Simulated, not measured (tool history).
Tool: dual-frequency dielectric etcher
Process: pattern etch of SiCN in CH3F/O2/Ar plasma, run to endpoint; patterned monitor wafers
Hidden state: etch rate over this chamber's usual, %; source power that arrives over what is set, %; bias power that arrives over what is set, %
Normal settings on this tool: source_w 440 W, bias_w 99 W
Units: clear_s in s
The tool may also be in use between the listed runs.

run    hour  source_w  bias_w  wafers since the last listed run  hours since the last wet clean  hours since the last source power generator calibration  hours since the last bias power generator calibration  hours since the last upper electrode change  incoming incoming film thickness, nm  clear_s
  1       0       360     106                                 0                           361.7                                                   2477.8                                                  886.6                                       2024.4                                 12.05     29.3
  2    45.5       520      99                               581                           407.2                                                   2523.3                                                  932.1                                       2069.9                                 12.09     28.1
  3   120.8       440      85                               962                           482.5                                                   2598.6                                                 1007.4                                       2145.2                                 11.93     30.6
  4   214.9       440      99                              1202                           576.6                                                   2692.7                                                 1101.5                                       2239.3                                 11.98     29.1
      255.2  -- wet clean of the chamber
  5   257.4       440      99                               236                             2.2                                                   2735.2                                                   1144                                       2281.8                                 11.93     27.6
  6   326.5       440      99                               882                            71.3                                                   2804.3                                                 1213.1                                       2350.9                                 12.16     28.1
  7   374.5       440      99                               613                           119.3                                                   2852.3                                                 1261.1                                       2398.9                                 11.96     27.8
  8   479.8       440      99                              1345                           224.6                                                   2957.6                                                 1366.4                                       2504.2                                 12.12     28.5
  9   529.3       440      99                               632                           274.1                                                   3007.1                                                 1415.9                                       2553.7                                    12     28.3
 10   630.4       440      99                              1291                           375.2                                                   3108.2                                                   1517                                       2654.8                                 12.09     28.6
 11     713       440      81                              1055                           457.8                                                   3190.8                                                 1599.6                                       2737.4                                 11.97       31
 12   912.5       440      81                              2548                           657.3                                                   3390.3                                                 1799.1                                       2936.9                                 11.99     31.5
      959.7  -- wet clean of the chamber
 13  1010.5       440      81                               945                            50.8                                                   3488.3                                                 1897.1                                       3034.9                                 12.08     30.7
 14    1062       440      99                               658                           102.3                                                   3539.8                                                 1948.6                                       3086.4                                    12     28.2
 15  1154.1       440      99                              1176                           194.4                                                   3631.9                                                 2040.7                                       3178.5                                 11.95     28.6
 16  1248.4       440      99                              1204                           288.7                                                   3726.2                                                   2135                                       3272.8                                 12.11     29.2
 17  1342.9       440      99                              1207                           383.2                                                   3820.7                                                 2229.5                                       3367.3                                 11.94     28.5
 18  1500.4       440      81                              2012                           540.7                                                   3978.2                                                   2387                                       3524.8                                 11.97     31.2
     1557.8  -- wet clean of the chamber
 19  1558.3       380     123                               433                             0.5                                                   4036.1                                                 2444.9                                       3582.7                                 11.93     26.1
 20  1624.4       340      99                               844                            66.6                                                   4102.2                                                   2511                                       3648.8                                 11.93     29.1
     1722.9  -- upper electrode replaced
 21  1723.4       480     120                               958                           165.6                                                   4201.2                                                   2610                                          0.5                                 11.93     25.8
     1795.8  -- bias power generator calibrated
 22  1796.9       470      80                               887                           239.1                                                   4274.7                                                    1.1                                           74                                 12.05     30.9
 23  1872.4       470      99                               964                           314.6                                                   4350.2                                                   76.6                                        149.5                                 11.94     28.4
 24  1922.8       440      99                               643                             365                                                   4400.6                                                    127                                        199.9                                 11.96     28.6
 25  1961.9       410      89                               499                           404.1                                                   4439.7                                                  166.1                                          239                                 11.94     30.3
     1966.5  -- source power generator calibrated
 26  2037.1       440      99                               909                           479.3                                                     70.6                                                  241.3                                        314.2                                 11.96     28.9
 27    2076       380      90                               497                           518.2                                                    109.5                                                  280.2                                        353.1                                 12.07     31.4
 28  2117.6       500     113                               531                           559.8                                                    151.1                                                  321.8                                        394.7                                 12.01     27.2
     2226.6  -- wet clean of the chamber
 29  2227.1       440      99                              1092                             0.5                                                    260.6                                                  431.3                                        504.2                                 11.91     27.6
 30  2268.9       510     116                               534                            42.3                                                    302.4                                                  473.1                                          546                                 12.02     26.1
 31  2360.6       330      75                              1171                             134                                                    394.1                                                  564.8                                        637.7                                 11.91     33.3
 32  2459.2       510      75                              1259                           232.6                                                    492.7                                                  663.4                                        736.3                                 11.98       31
 33  2521.5       390      81                               795                           294.9                                                      555                                                  725.7                                        798.6                                 12.03     31.9
 34  2602.3       440     120                              1032                           375.7                                                    635.8                                                  806.5                                        879.4                                 12.03     27.5
 35  2638.4       380      99                               461                           411.8                                                    671.9                                                  842.6                                        915.5                                 12.07     30.6

4 ways to go on from here, each from the tool as it stands after run 35. What would each give?
  A  2638.8       440     119                                 5                           412.2                                                    672.3                                                    843                                        915.9                                 12.04        ?
  B  2638.8       510     106                                 5                           412.2                                                    672.3                                                    843                                        915.9                                 12.04        ?
  C  2638.8       390      99                                 5                           412.2                                                    672.3                                                    843                                        915.9                                 12.04        ?
  D  2638.8       540      91                                 5                           412.2                                                    672.3                                                    843                                        915.9                                 12.04        ?

run  clear_s
  A     27.2
  B     27.5
  C     29.8
  D     28.7
With no hidden state in the tool, these same runs would have given:
run  clear_s
  A     25.9
  B     26.2
  C     28.4
  D     27.4
